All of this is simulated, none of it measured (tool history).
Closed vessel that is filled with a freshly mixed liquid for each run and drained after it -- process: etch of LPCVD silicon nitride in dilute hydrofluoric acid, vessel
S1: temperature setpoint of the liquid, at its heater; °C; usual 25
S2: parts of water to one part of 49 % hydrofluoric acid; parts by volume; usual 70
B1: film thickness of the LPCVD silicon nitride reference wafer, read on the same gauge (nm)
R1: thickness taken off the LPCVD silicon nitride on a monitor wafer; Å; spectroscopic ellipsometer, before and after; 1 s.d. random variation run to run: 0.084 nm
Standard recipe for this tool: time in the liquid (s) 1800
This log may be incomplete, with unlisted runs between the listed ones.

Run 1, day 0: usual settings; B1 30.75. Result: R1 142 Å.
Run 2, day 2.15: usual settings; B1 30.8. Result: R1 140.4 Å.
Run 3, day 5.704: usual settings; B1 30.89. Result: R1 140.8 Å.
Run 4, day 7.796: usual settings but time in the liquid (s) 1510; B1 30.87. Result: R1 118.1 Å.
Run 5, day 9.762: usual settings but time in the liquid (s) 1510; B1 30.95. Result: R1 117.5 Å.
Run 6, day 12.062: usual settings but time in the liquid (s) 1510; B1 30.97. Result: R1 117.8 Å.
Run 7, day 14.738: usual settings but time in the liquid (s) 1465; B1 31.02. Result: R1 114.5 Å.
Run 8, day 16.429: usual settings but time in the liquid (s) 1465; B1 31.07. Result: R1 114.4 Å.
Run 9, day 20.742: usual settings but S1 22.5 °C; B1 31.13. Result: R1 119 Å.
Run 10, day 23.696: usual settings but S1 22.5 °C; B1 31.2. Result: R1 120.7 Å.
Run 11, day 26.288: usual settings but S1 22.5 °C; B1 31.21. Result: R1 120.4 Å.
Run 12, day 27.817: usual settings; B1 31.29. Result: R1 143.5 Å.
Run 13, day 37.938: usual settings; B1 31.46. Result: R1 142.3 Å.
At day 39.967: hydrofluoric acid flow meter replaced.
Run 14, day 40.138: usual settings; B1 31.48. Result: R1 144.2 Å.
Run 15, day 44.417: usual settings; B1 31.56. Result: R1 143.6 Å.
Run 16, day 47.475: usual settings but S1 28 °C; B1 31.61. Result: R1 176.2 Å.
At day 47.708: gauge calibrated.
Run 17, day 49.4: usual settings but S1 28.5 °C, S2 100 parts by volume, time in the liquid (s) 1510; B1 29.94. Result: R1 101.3 Å.
Run 18, day 52.771: usual settings but S1 20.5 °C, S2 50 parts by volume, time in the liquid (s) 2650; B1 29.95. Result: R1 206.4 Å.
Run 19, day 56.85: usual settings; B1 30.07. Result: R1 136.5 Å.
At day 57.304: thermometer replaced.
Run 20, day 60.608: usual settings but S1 29 °C, time in the liquid (s) 2865; B1 30.12. Result: R1 284 Å.
Run 21, day 62.683: usual settings but S2 40 parts by volume, time in the liquid (s) 2255; B1 30.15. Result: R1 298.5 Å.
Run 22, day 64.621: usual settings but S1 26.5 °C; B1 30.19. Result: R1 151.4 Å.
Run 23, day 68.079: usual settings; B1 30.28. Result: R1 137.6 Å.
Run 24, day 71.117: usual settings; B1 30.31. Result: R1 140.2 Å.
Run 25, day 75.483: usual settings but S1 23.5 °C, S2 35 parts by volume, time in the liquid (s) 2385; B1 30.41. Result: R1 325.8 Å.
Run 26, day 76.983: usual settings but S1 22.5 °C, S2 35 parts by volume, time in the liquid (s) 2685; B1 30.41. Result: R1 346.1 Å.
Run 27, day 79.221: usual settings; B1 30.45. Result: R1 136.8 Å.
Run 28, day 80.783: usual settings but S1 26.5 °C, S2 90 parts by volume, time in the liquid (s) 1505; B1 30.48. Result: R1 100.9 Å.
Run 29, day 84.504: usual settings; B1 30.56. Result: R1 138.6 Å.

Measured result minus the same run's result without the hidden state. Both carry the same run-to-run variation, though not necessarily the same gauge scatter:
What the log doesn't record here: liquid hotter than its thermometer reads (K); hydrofluoric acid flow below the setpoint (%); gauge reads high (%).
run    R1
  1  +3.6
  2  +3.6
  3    +4
  4  +3.4
  5  +3.5
  6  +3.7
  7  +3.7
  8  +3.9
  9  +4.3
 10  +4.6
 11  +4.7
 12  +5.8
 13  +6.5
 14  +6.8
 15  +7.1
 16    +9
 17  -0.2
 18  -0.1
 19  +0.2
 20  +1.1
 21  +1.6
 22  +0.9
 23  +1.2
 24  +1.4
 25  +4.1
 26  +4.7
 27  +2.1
 28  +1.6
 29  +2.5
